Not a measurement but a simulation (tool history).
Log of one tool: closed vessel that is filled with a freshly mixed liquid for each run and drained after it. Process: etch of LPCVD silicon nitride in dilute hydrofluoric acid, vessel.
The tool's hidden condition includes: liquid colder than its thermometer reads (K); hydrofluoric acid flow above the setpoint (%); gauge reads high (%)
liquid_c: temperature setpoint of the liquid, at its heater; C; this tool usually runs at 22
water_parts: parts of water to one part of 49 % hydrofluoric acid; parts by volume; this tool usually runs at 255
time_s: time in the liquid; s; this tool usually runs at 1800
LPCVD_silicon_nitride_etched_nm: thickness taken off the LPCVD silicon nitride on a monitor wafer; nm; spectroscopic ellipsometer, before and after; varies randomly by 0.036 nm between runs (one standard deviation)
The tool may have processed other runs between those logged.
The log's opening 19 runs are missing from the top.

run    hour  liquid_c  water_parts  time_s  wafers since the last listed run  hours since the thermometer was replaced  hours since the hydrofluoric acid flow meter was replaced  hours since the gauge calibration  read-back film thickness of the LPCVD silicon nitride reference wafer, read on the same gauge (nm)  LPCVD_silicon_nitride_etched_nm
 20  1150.4        19          300    2405                              1922                                     594.2                                                      135.1                              179.7                                                                                             149.983                            2.793
 21  1201.2        22          135    1800                              1442                                       645                                                      185.9                              230.5                                                                                             150.019                            5.509
 22    1230        22          255    1800                               817                                     673.8                                                      214.7                              259.3                                                                                             150.007                            2.912
 23  1264.1        22          255    1485                               968                                     707.9                                                      248.8                              293.4                                                                                             150.013                            2.414
 24  1323.5        22          130     890                              1686                                     767.3                                                      308.2                              352.8                                                                                             150.056                            2.836
 25  1353.9        22          255    1800                               863                                     797.7                                                      338.6                              383.2                                                                                             150.008                            3.012
 26  1388.8        22          255    1110                               990                                     832.6                                                      373.5                              418.1                                                                                             150.007                            1.796
 27    1436        22          255    1800                              1340                                     879.8                                                      420.7                              465.3                                                                                             149.995                            2.915
 28  1483.8      20.5          255     900                              1357                                     927.6                                                      468.5                              513.1                                                                                             149.983                            1.309
 29  1521.8        22          255    2615                              1078                                     965.6                                                      506.5                              551.1                                                                                             149.966                            4.228
 30  1550.6      26.5          255    1800                               817                                     994.4                                                      535.3                              579.9                                                                                             150.025                            3.913
 31  1621.6        20          255    1800                              2015                                    1065.4                                                      606.3                              650.9                                                                                             150.033                            2.508

Predict each of these 5 candidate next runs independently; none follows another, all start after run 31:
  A  1622.7        22          255    1800                                31                                    1066.5                                                      607.4                                652                                                                                                   ?                                ?
  B  1622.7        22          145    1800                                31                                    1066.5                                                      607.4                                652                                                                                                   ?                                ?
  C  1622.7        22          255    1225                                31                                    1066.5                                                      607.4                                652                                                                                                   ?                                ?
  D  1622.7        24          360    1800                                31                                    1066.5                                                      607.4                                652                                                                                                   ?                                ?
  E  1622.7        25          380    1800                                31                                    1066.5                                                      607.4                                652                                                                                                   ?                                ?

run  read-back film thickness of the LPCVD silicon nitride reference wafer, read on the same gauge (nm)  LPCVD_silicon_nitride_etched_nm
  A                                                                                             149.998                            2.882
  B                                                                                             149.998                            4.998
  C                                                                                             149.998                            1.961
  D                                                                                             149.998                             2.33
  E                                                                                             149.998                            2.346
Without the tool's unlogged condition, the same runs would have read:
run  LPCVD_silicon_nitride_etched_nm
  A                            3.108
  B                            5.407
  C                            2.115
  D                            2.503
  E                            2.518

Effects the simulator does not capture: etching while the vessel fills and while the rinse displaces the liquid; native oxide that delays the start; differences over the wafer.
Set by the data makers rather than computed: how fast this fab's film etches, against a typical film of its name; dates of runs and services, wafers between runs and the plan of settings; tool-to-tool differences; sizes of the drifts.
